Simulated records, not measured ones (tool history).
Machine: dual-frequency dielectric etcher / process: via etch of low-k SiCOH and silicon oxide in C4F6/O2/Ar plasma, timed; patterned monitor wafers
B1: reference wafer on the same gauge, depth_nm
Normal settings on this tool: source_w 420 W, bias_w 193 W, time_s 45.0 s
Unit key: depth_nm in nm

run 1 hour=0.0 | source_w=420 bias_w=193 time_s=45.0 | B1=129.1 | depth_nm=118.6
run 2 hour=34.4 | source_w=420 bias_w=193 time_s=45.0 | B1=128.9 | depth_nm=118.7
run 3 hour=116.0 | source_w=420 bias_w=193 time_s=45.0 | B1=129.0 | depth_nm=119.1
run 4 hour=131.7 | source_w=420 bias_w=193 time_s=45.0 | B1=129.1 | depth_nm=119.1
-- hour=138.2 gauge calibrated
-- hour=180.5 wet clean of the chamber
run 5 hour=181.0 | source_w=420 bias_w=193 time_s=45.0 | B1=129.1 | depth_nm=116.4
run 6 hour=189.0 | source_w=420 bias_w=193 time_s=45.0 | B1=129.0 | depth_nm=116.3
run 7 hour=209.8 | source_w=420 bias_w=193 time_s=45.0 | B1=129.1 | depth_nm=116.5
run 8 hour=226.5 | source_w=420 bias_w=193 time_s=45.0 | B1=129.0 | depth_nm=116.9
run 9 hour=254.0 | source_w=420 bias_w=193 time_s=45.0 | B1=129.0 | depth_nm=116.5
run 10 hour=271.2 | source_w=420 bias_w=193 time_s=45.0 | B1=129.1 | depth_nm=116.8
-- hour=288.8 bias power generator calibrated
-- hour=358.8 upper electrode replaced
run 11 hour=359.3 | source_w=420 bias_w=179 time_s=45.0 | B1=128.8 | depth_nm=114.2
run 12 hour=360.6 | source_w=460 bias_w=172 time_s=45.0 | B1=128.8 | depth_nm=116.3
run 13 hour=394.2 | source_w=350 bias_w=162 time_s=32.5 | B1=129.1 | depth_nm=76.0
run 14 hour=409.8 | source_w=330 bias_w=212 time_s=45.0 | B1=129.0 | depth_nm=112.8
run 15 hour=422.4 | source_w=330 bias_w=208 time_s=36.0 | B1=129.0 | depth_nm=90.1
run 16 hour=438.9 | source_w=500 bias_w=238 time_s=38.0 | B1=128.9 | depth_nm=111.0
-- hour=448.5 source power generator calibrated
run 17 hour=451.4 | source_w=420 bias_w=193 time_s=45.0 | B1=129.0 | depth_nm=117.4
run 18 hour=480.1 | source_w=420 bias_w=193 time_s=45.0 | B1=129.0 | depth_nm=117.5
run 19 hour=494.0 | source_w=420 bias_w=193 time_s=45.0 | B1=129.2 | depth_nm=117.4
run 20 hour=525.7 | source_w=380 bias_w=213 time_s=35.5 | B1=128.9 | depth_nm=93.3
run 21 hour=560.0 | source_w=420 bias_w=193 time_s=45.0 | B1=129.1 | depth_nm=117.8
run 22 hour=593.4 | source_w=390 bias_w=162 time_s=34.5 | B1=128.9 | depth_nm=84.3
run 23 hour=614.1 | source_w=420 bias_w=193 time_s=45.0 | B1=129.0 | depth_nm=118.2
run 24 hour=648.7 | source_w=390 bias_w=152 time_s=50.0 | B1=129.0 | depth_nm=119.9
run 25 hour=667.5 | source_w=420 bias_w=193 time_s=45.0 | B1=129.2 | depth_nm=118.0
run 26 hour=686.3 | source_w=460 bias_w=193 time_s=39.5 | B1=128.9 | depth_nm=107.0
run 27 hour=710.9 | source_w=380 bias_w=228 time_s=35.0 | B1=129.1 | depth_nm=95.0
run 28 hour=731.5 | source_w=420 bias_w=193 time_s=45.0 | B1=129.1 | depth_nm=118.0
run 29 hour=745.2 | source_w=470 bias_w=161 time_s=32.5 | B1=128.8 | depth_nm=84.2

Consider 5 possible next runs. They are alternatives, not a sequence: every one starts from the tool as it was left by run 29. What does each give?
run A hour=745.6 | source_w=420 bias_w=193 time_s=45.0 | B1=? | depth_nm=?
run B hour=745.6 | source_w=450 bias_w=158 time_s=45.0 | B1=? | depth_nm=?
run C hour=745.6 | source_w=340 bias_w=215 time_s=45.0 | B1=? | depth_nm=?
run D hour=745.6 | source_w=360 bias_w=193 time_s=49.0 | B1=? | depth_nm=?
run E hour=745.6 | source_w=420 bias_w=236 time_s=45.0 | B1=? | depth_nm=?

run=A B1=129.0 depth_nm=118.9
run=B B1=129.0 depth_nm=114.3
run=C B1=129.0 depth_nm=116.0
run=D B1=129.0 depth_nm=124.0
run=E B1=129.0 depth_nm=126.8
Without the tool's hidden state the same runs would have given:
run=A depth_nm=116.2
run=B depth_nm=111.7
run=C depth_nm=113.4
run=D depth_nm=121.2
run=E depth_nm=123.9
